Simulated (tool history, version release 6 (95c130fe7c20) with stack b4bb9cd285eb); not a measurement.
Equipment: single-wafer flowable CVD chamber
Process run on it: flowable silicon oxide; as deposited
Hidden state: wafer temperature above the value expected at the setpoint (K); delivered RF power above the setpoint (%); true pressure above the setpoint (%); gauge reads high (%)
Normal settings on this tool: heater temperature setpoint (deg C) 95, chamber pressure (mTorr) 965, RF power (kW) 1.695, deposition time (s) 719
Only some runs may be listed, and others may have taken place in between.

run,day,heater temperature setpoint (deg C),chamber pressure (mTorr),RF power (kW),deposition time (s),wafers since the last listed run,hours since the last thermocouple change,hours since the last RF generator calibration,hours since the last manometer calibration,hours since the showerhead was replaced,hours since the gauge calibration,"read-back reference wafer on the same gauge, thickness_nm",mean film thickness on the monitor wafer (nm)
1,0,95,1153,1.695,719,0,951.4,1653.5,2878.7,2875.9,103.4,666.106,753.68
2,0.75,95,1153,1.695,719,65,969.4,1671.5,2896.7,2893.9,121.4,666.187,754.57
3,1.025,106,965,1.695,719,24,976,1678.1,2903.3,2900.5,128,666.556,431.704
4,1.308,106,965,1.695,719,24,982.8,1684.9,2910.1,2907.3,134.8,665.825,433.44
5,1.762,106,965,1.695,719,39,993.7,1695.8,2921,2918.2,145.7,666.359,434.795
6,2.092,95,965,1.695,606,28,1001.6,1703.7,2928.9,2926.1,153.6,665.611,529.867
7,2.429,95,965,1.695,786,29,1009.7,1711.8,2937,2934.2,161.7,665.957,687.662
8,2.929,95,965,1.695,786,43,1021.7,1723.8,2949,2946.2,173.7,665.737,689.147
9,3.654,95,965,1.695,786,63,1039.1,1741.2,2966.4,2963.6,191.1,666.001,689.408
10,4.262,89,965,1.695,719,53,1053.7,1755.8,2981,2978.2,205.7,665.726,771.383
11,4.538,89,965,1.695,719,24,1060.3,1762.4,2987.6,2984.8,212.3,666.12,769.586
12,5.125,89,965,1.695,719,51,1074.4,1776.5,3001.7,2998.9,226.4,666.117,769.344
13,5.558,95,965,1.695,719,37,1084.8,1786.9,3012.1,3009.3,236.8,665.926,630.35
14,6.112,95,965,1.695,719,48,1098.1,1800.2,3025.4,3022.6,250.1,666.391,630.899
15,6.842,95,965,1.695,719,63,1115.6,1817.7,3042.9,3040.1,267.6,666.102,627.397
# day 7.521: capacitance manometer re-zeroed and calibrated
16,7.542,95,965,1.695,719,32,1132.4,1834.5,0.5,3056.9,284.4,665.92,689.722
17,7.742,107,965,1.695,826,17,1137.2,1839.3,5.3,3061.7,289.2,666.314,528.97
# day 8.162: RF generator calibrated
18,9.417,89,965,1.695,629,117,1177.4,30.1,45.5,3101.9,329.4,666.003,736.756
# day 9.788: gauge calibrated
# day 9.967: showerhead replaced
19,9.988,82,870,1.925,822,20,1191.1,43.8,59.2,0.5,4.8,665.861,1109.113
20,10.333,82,835,1.695,719,30,1199.4,52.1,67.5,8.8,13.1,666.154,901.844
21,10.683,95,770,1.465,719,30,1207.8,60.5,75.9,17.2,21.5,666.085,524.95
# day 11.283: thermocouple changed; heater temperature recalibrated
22,11.375,95,965,1.695,719,31,2.2,77.1,92.5,33.8,38.1,666.377,687.376
23,11.771,84,894,1.695,597,34,11.7,86.6,102,43.3,47.6,665.603,747.655
24,12.242,91,1203,1.695,603,41,23,97.9,113.3,54.6,58.9,666.125,814.681
25,12.7,95,965,1.55,719,40,34,108.9,124.3,65.6,69.9,666.108,669.372
26,13.004,95,965,1.695,719,26,41.3,116.2,131.6,72.9,77.2,666.167,681.969
27,13.529,107,1104,1.925,815,45,53.9,128.8,144.2,85.5,89.8,666.017,607.44
28,14.146,106,1132,1.695,838,53,68.7,143.6,159,100.3,104.6,665.852,639.805

Run 29 has not been measured yet. What should we expect?
29,14.896,95,965,1.495,678,65,86.7,161.6,177,118.3,122.6,?,?

{"run 29": {"read-back reference wafer on the same gauge, thickness_nm": 666.077, "mean film thickness on the monitor wafer (nm)": 622.043}}
Were there no unlogged condition in the tool, this run, its random variation unchanged, would have produced mean film thickness on the monitor wafer (nm) 628.796.

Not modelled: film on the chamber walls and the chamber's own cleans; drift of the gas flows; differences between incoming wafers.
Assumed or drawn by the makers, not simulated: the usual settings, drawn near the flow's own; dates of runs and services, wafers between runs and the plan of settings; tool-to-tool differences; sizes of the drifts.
